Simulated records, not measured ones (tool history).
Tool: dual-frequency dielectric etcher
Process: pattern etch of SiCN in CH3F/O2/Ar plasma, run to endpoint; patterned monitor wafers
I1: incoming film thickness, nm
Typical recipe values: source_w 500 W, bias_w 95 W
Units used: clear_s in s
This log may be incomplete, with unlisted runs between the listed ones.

Run 1, hour 0: usual settings but bias_w 112 W; I1 8.91. Result: clear_s 17.5 s.
Run 2, hour 30.4: usual settings; I1 8.9. Result: clear_s 18.5 s.
Run 3, hour 91.8: usual settings; I1 8.85. Result: clear_s 18.5 s.
Run 4, hour 116: usual settings but source_w 470 W; I1 8.87. Result: clear_s 19 s.
At hour 140.1: wet clean of the chamber.
Run 5, hour 151.7: usual settings but source_w 470 W; I1 8.92. Result: clear_s 18.9 s.
At hour 214.1: bias power generator calibrated.
Run 6, hour 220.4: usual settings but source_w 470 W; I1 8.72. Result: clear_s 18.6 s.
Run 7, hour 288.3: usual settings but bias_w 111 W; I1 8.89. Result: clear_s 17.3 s.
Run 8, hour 314.7: usual settings; I1 9. Result: clear_s 18.8 s.
Run 9, hour 381: usual settings; I1 8.99. Result: clear_s 18.7 s.
Run 10, hour 429: usual settings; I1 8.9. Result: clear_s 18.6 s.
Run 11, hour 484: usual settings; I1 8.78. Result: clear_s 18.3 s.
At hour 520.5: wet clean of the chamber.
Run 12, hour 546: usual settings but source_w 570 W; I1 9. Result: clear_s 18 s.
At hour 601.5: upper electrode replaced.
Run 13, hour 602: usual settings but source_w 570 W; I1 9.02. Result: clear_s 18 s.
Run 14, hour 641.9: usual settings but source_w 380 W, bias_w 74 W; I1 8.84. Result: clear_s 22 s.
Run 15, hour 682.3: usual settings but source_w 540 W, bias_w 104 W; I1 8.9. Result: clear_s 17.4 s.
Run 16, hour 765.5: usual settings; I1 8.87. Result: clear_s 18.4 s.
Run 17, hour 792.1: usual settings but source_w 440 W, bias_w 83 W; I1 8.89. Result: clear_s 20.2 s.
Run 18, hour 832.2: usual settings but source_w 600 W, bias_w 81 W; I1 8.88. Result: clear_s 18.5 s.
Run 19, hour 882.8: usual settings; I1 8.96. Result: clear_s 18.6 s.
Run 20, hour 916.7: usual settings but source_w 410 W, bias_w 72 W; I1 8.85. Result: clear_s 21.8 s.
At hour 950.6: wet clean of the chamber.
Run 21, hour 986.8: usual settings but source_w 560 W, bias_w 85 W; I1 8.94. Result: clear_s 18.7 s.
Run 22, hour 1049.1: usual settings but bias_w 116 W; I1 8.9. Result: clear_s 17.1 s.
Run 23, hour 1097.9: usual settings; I1 8.82. Result: clear_s 18.3 s.
Run 24, hour 1124.8: usual settings but source_w 610 W, bias_w 115 W; I1 8.82. Result: clear_s 16 s.
At hour 1135.1: source power generator calibrated.
Run 25, hour 1152.2: usual settings but source_w 460 W, bias_w 72 W; I1 8.88. Result: clear_s 21.2 s.
Run 26, hour 1223.4: usual settings but source_w 530 W, bias_w 108 W; I1 9.02. Result: clear_s 17.6 s.
Run 27, hour 1269.1: usual settings but source_w 470 W; I1 8.87. Result: clear_s 18.9 s.
Run 28, hour 1303.7: usual settings; I1 8.78. Result: clear_s 18.3 s.
Run 29, hour 1363.7: usual settings but source_w 540 W, bias_w 104 W; I1 8.95. Result: clear_s 17.5 s.
Run 30, hour 1401: usual settings but bias_w 118 W; I1 8.91. Result: clear_s 17 s.
At hour 1426: wet clean of the chamber.
Run 31, hour 1448.9: usual settings but source_w 580 W, bias_w 80 W; I1 8.97. Result: clear_s 19.2 s.
Run 32, hour 1499.8: usual settings but source_w 460 W, bias_w 83 W; I1 8.84. Result: clear_s 19.9 s.
Run 33, hour 1528.4: usual settings; I1 8.89. Result: clear_s 18.4 s.
Run 34, hour 1594.5: usual settings; I1 8.85. Result: clear_s 18.5 s.
Run 35, hour 1638.8: usual settings; I1 8.92. Result: clear_s 18.6 s.
Run 36, hour 1699.2: usual settings but source_w 580 W, bias_w 88 W; I1 8.93. Result: clear_s 18.2 s.

List, for all runs, the conditions of the tool that the log does not record:
etch rate over this chamber's usual, %: 0 at every run
bias power that arrives over what is set, %: 0 at every run
H1: source power that arrives over what is set, %
run    H1
  1  2.77
  2  2.88
  3  3.07
  4  3.14
  5  3.24
  6  3.42
  7  3.57
  8  3.63
  9  3.76
 10  3.84
 11  3.93
 12  4.02
 13   4.1
 14  4.15
 15  4.19
 16  4.28
 17   4.3
 18  4.34
 19  4.38
 20   4.4
 21  4.45
 22  4.49
 23  4.52
 24  4.53
 25  1.22
 26   1.8
 27  2.14
 28  2.38
 29  2.76
 30  2.98
 31  3.25
 32   3.5
 33  3.64
 34  3.92
 35   4.1
 36  4.32
